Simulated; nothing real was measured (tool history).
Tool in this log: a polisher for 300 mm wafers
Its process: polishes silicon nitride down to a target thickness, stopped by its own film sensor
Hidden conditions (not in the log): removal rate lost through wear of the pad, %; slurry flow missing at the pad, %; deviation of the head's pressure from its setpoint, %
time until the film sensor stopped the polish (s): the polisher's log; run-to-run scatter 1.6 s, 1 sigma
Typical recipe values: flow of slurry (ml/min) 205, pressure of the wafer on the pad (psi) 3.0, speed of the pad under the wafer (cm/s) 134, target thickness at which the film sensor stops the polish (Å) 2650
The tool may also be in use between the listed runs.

run,hour,flow of slurry (ml/min),pressure of the wafer on the pad (psi),speed of the pad under the wafer (cm/s),target thickness at which the film sensor stops the polish (Å),wafers since the last listed run,wafers polished on this pad,hours since the slurry nozzle was cleaned,hours since the head pressure was calibrated,"incoming thickness of the incoming film, nm",time until the film sensor stopped the polish (s)
1,0.0,205,3.0,134,2650,0,447,151.7,472.2,457.3,119.5
2,15.1,205,3.0,134,2650,111,558,166.8,487.3,442.5,109.2
3,23.5,205,3.0,134,2650,61,620,175.2,495.7,445.2,113.2
4,37.0,205,3.0,160,2260,99,720,188.7,509.2,448.8,121.6
5,45.3,205,3.0,160,2260,61,781,197.0,517.5,450.4,119.2
6,53.8,205,3.0,134,2650,62,844,205.5,526.0,449.8,118.6
7,61.9,205,3.7,134,2650,59,903,213.6,534.1,449.3,96.3
8,73.9,205,3.7,134,2650,88,992,225.6,546.1,450.7,95.4
9,81.0,205,3.7,134,2650,52,1044,232.7,553.2,441.1,89.3
# hour 124.9: worn pad replaced by a new one
10,125.4,165,3.8,134,2650,297,3,277.1,597.6,450.3,96.3
11,137.3,240,3.0,134,3120,87,91,289.0,609.5,452.6,88.9
12,153.3,240,3.0,134,3120,117,208,305.0,625.5,441.8,82.1
13,159.5,205,2.5,134,2860,45,254,311.2,631.7,451.8,127.2
14,166.7,205,2.5,134,2860,53,307,318.4,638.9,454.4,129.7
15,177.7,205,3.0,120,2650,81,388,329.4,649.9,455.5,131.3
16,188.6,205,3.0,134,2650,80,469,340.3,660.8,449.0,122.9
17,201.2,155,3.0,134,2650,92,561,352.9,673.4,454.7,128.8
18,217.0,245,3.3,108,2150,116,678,368.7,689.2,455.1,161.5
19,231.5,205,3.0,134,3260,106,785,383.2,703.7,457.4,85.7
20,240.3,185,3.9,176,2650,64,849,392.0,712.5,450.4,76.1
# hour 268.6: head pressure recalibrated
21,269.1,245,3.8,134,2650,197,1047,420.8,0.5,443.3,88.3
22,277.2,230,2.3,174,2650,59,1107,428.9,8.6,445.3,126.0
# hour 285.1: worn pad replaced by a new one
23,285.6,205,3.7,134,2650,32,3,437.3,17.0,455.6,103.6
24,294.0,205,3.0,134,3090,61,65,445.7,25.4,455.3,97.3
# hour 301.5: slurry nozzle cleaned
25,309.3,265,3.0,134,2890,105,170,7.8,40.7,444.1,91.0
26,321.4,205,3.0,134,2650,89,259,19.9,52.8,442.6,107.4
27,328.0,245,3.0,154,2890,48,308,26.5,59.4,449.0,88.3
28,343.6,205,3.0,156,2650,114,423,42.1,75.0,450.2,99.9
29,359.7,230,2.3,116,3250,118,542,58.2,91.1,449.0,111.4
30,368.9,205,2.7,170,2650,67,609,67.4,100.3,447.5,100.2
31,385.8,265,3.0,134,2890,124,734,84.3,117.2,452.0,97.0
32,394.8,205,3.0,134,2900,66,800,93.3,126.2,450.2,97.6
33,410.9,205,2.3,134,2040,118,919,109.4,142.3,453.1,202.3
34,419.1,170,3.3,106,2650,60,979,117.6,150.5,458.4,135.6
35,426.3,170,3.0,134,2650,53,1032,124.8,157.7,451.5,115.9
# hour 432.1: worn pad replaced by a new one
36,437.4,205,2.1,98,2650,52,39,135.9,168.8,444.3,202.0
37,448.0,225,3.0,152,2650,78,117,146.5,179.4,455.0,108.8

What would each run have given without the hidden state, its run-to-run variation left as it was?
run,time until the film sensor stopped the polish (s)
1,116.2
2,106.0
3,109.7
4,117.6
5,115.1
6,114.4
7,92.8
8,91.8
9,85.8
10,91.0
11,85.0
12,78.3
13,120.5
14,122.7
15,124.0
16,115.7
17,119.2
18,152.5
19,80.0
20,70.5
21,82.5
22,117.2
23,95.5
24,89.4
25,90.9
26,107.0
27,87.9
28,99.4
29,110.6
30,99.3
31,96.2
32,96.4
33,199.6
34,133.4
35,113.9
36,198.7
37,107.0
